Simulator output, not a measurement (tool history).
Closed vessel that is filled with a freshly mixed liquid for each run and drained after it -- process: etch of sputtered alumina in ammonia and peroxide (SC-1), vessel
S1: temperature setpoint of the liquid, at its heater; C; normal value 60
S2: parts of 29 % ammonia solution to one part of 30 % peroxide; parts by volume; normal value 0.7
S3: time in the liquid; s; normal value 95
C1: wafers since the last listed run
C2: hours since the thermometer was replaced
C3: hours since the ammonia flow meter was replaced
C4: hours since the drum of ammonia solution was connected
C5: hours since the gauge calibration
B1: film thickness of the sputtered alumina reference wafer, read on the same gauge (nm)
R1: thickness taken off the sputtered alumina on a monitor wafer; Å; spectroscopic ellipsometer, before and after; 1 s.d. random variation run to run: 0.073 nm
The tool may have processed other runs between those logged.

| run | hour | S1 | S2 | S3 | C1 | C2 | C3 | C4 | C5 | B1 | R1 |
|---|---|---|---|---|---|---|---|---|---|---|---|
| 1 | 0 | 60 | 0.7 | 95 | 0 | 2864.7 | 1573.6 | 94.2 | 391.4 | 129.99 | 135.8 |
| 2 | 91.3 | 60 | 0.7 | 95 | 8463 | 2956 | 1664.9 | 185.5 | 482.7 | 130.02 | 135 |
|  | 95.6 | thermometer replaced |
| 3 | 104.1 | 66 | 0.7 | 95 | 1093 | 8.5 | 1677.7 | 198.3 | 495.5 | 129.99 | 183.1 |
| 4 | 133.7 | 66 | 0.7 | 95 | 2743 | 38.1 | 1707.3 | 227.9 | 525.1 | 130 | 184.2 |
|  | 136.9 | new drum of ammonia solution connected |
| 5 | 147 | 66 | 0.7 | 95 | 1140 | 51.4 | 1720.6 | 10.1 | 538.4 | 129.98 | 182.8 |
| 6 | 172.8 | 52.5 | 0.7 | 95 | 2391 | 77.2 | 1746.4 | 35.9 | 564.2 | 130 | 90.6 |
| 7 | 199.2 | 60 | 0.9 | 95 | 2447 | 103.6 | 1772.8 | 62.3 | 590.6 | 129.99 | 136.4 |
| 8 | 236.5 | 60 | 0.7 | 95 | 3457 | 140.9 | 1810.1 | 99.6 | 627.9 | 129.99 | 134.4 |
| 9 | 250.7 | 66.5 | 0.7 | 45 | 1316 | 155.1 | 1824.3 | 113.8 | 642.1 | 129.99 | 88.1 |
| 10 | 269.4 | 55 | 0.7 | 95 | 1733 | 173.8 | 1843 | 132.5 | 660.8 | 130 | 104.1 |
|  | 270.9 | gauge calibrated |
|  | 291.6 | ammonia flow meter replaced |
| 11 | 305.2 | 66 | 0.7 | 95 | 3225 | 209.6 | 13.6 | 168.3 | 34.3 | 130 | 181.6 |
| 12 | 321 | 54.5 | 0.7 | 130 | 1464 | 225.4 | 29.4 | 184.1 | 50.1 | 130 | 137.8 |
| 13 | 354.4 | 60 | 0.9 | 135 | 3096 | 258.8 | 62.8 | 217.5 | 83.5 | 129.98 | 197.1 |
| 14 | 386.2 | 60 | 1.05 | 95 | 2947 | 290.6 | 94.6 | 249.3 | 115.3 | 130.01 | 139.5 |
|  | 394.1 | new drum of ammonia solution connected |
| 15 | 410.3 | 53 | 0.55 | 50 | 2141 | 314.7 | 118.7 | 16.2 | 139.4 | 129.99 | 48.3 |
| 16 | 438.3 | 60 | 0.7 | 95 | 2595 | 342.7 | 146.7 | 44.2 | 167.4 | 130 | 133.8 |
| 17 | 452 | 60 | 0.7 | 95 | 1269 | 356.4 | 160.4 | 57.9 | 181.1 | 130 | 134.1 |
| 18 | 475.5 | 60 | 0.7 | 95 | 2178 | 379.9 | 183.9 | 81.4 | 204.6 | 129.99 | 134.5 |
| 19 | 498.5 | 60 | 1 | 145 | 2132 | 402.9 | 206.9 | 104.4 | 227.6 | 129.99 | 213.2 |
| 20 | 513.7 | 60 | 0.85 | 95 | 1409 | 418.1 | 222.1 | 119.6 | 242.8 | 129.98 | 136.4 |
| 21 | 540.3 | 70 | 0.7 | 95 | 2465 | 444.7 | 248.7 | 146.2 | 269.4 | 130.02 | 220.2 |
| 22 | 572 | 60 | 0.6 | 95 | 2938 | 476.4 | 280.4 | 177.9 | 301.1 | 129.99 | 133.1 |
| 23 | 588.5 | 55.5 | 0.45 | 95 | 1529 | 492.9 | 296.9 | 194.4 | 317.6 | 130 | 102.1 |
| 24 | 604 | 60 | 0.7 | 95 | 1436 | 508.4 | 312.4 | 209.9 | 333.1 | 130.02 | 134 |
|  | 635.7 | new drum of ammonia solution connected |
| 25 | 639.5 | 67.5 | 0.7 | 115 | 3198 | 543.9 | 347.9 | 3.8 | 368.6 | 129.99 | 238.4 |
| 26 | 716.7 | 67 | 1.05 | 95 | 7156 | 621.1 | 425.1 | 81 | 445.8 | 129.99 | 199.6 |
| 27 | 738.4 | 60 | 0.7 | 95 | 2011 | 642.8 | 446.8 | 102.7 | 467.5 | 130 | 135.1 |
| 28 | 760.8 | 60 | 0.7 | 95 | 2076 | 665.2 | 469.2 | 125.1 | 489.9 | 130.02 | 135.6 |
| 29 | 789.4 | 65 | 0.6 | 125 | 2651 | 693.8 | 497.8 | 153.7 | 518.5 | 129.99 | 225.2 |

For each entry between runs, how does the tool's hidden state at the last listed run before it compare with that at the first listed run after it?
From run 2 to run 3: thermometer replaced (hour 95.6)
  nothing in the hidden state changes from one run to the other
From run 4 to run 5: new drum of ammonia solution connected (hour 136.9)
  nothing in the hidden state changes from one run to the other
From run 10 to run 11: gauge calibrated (hour 270.9); ammonia flow meter replaced (hour 291.6)
  nothing in the hidden state changes from one run to the other
From run 14 to run 15: new drum of ammonia solution connected (hour 394.1)
  nothing in the hidden state changes from one run to the other
From run 24 to run 25: new drum of ammonia solution connected (hour 635.7)
  nothing in the hidden state changes from one run to the other
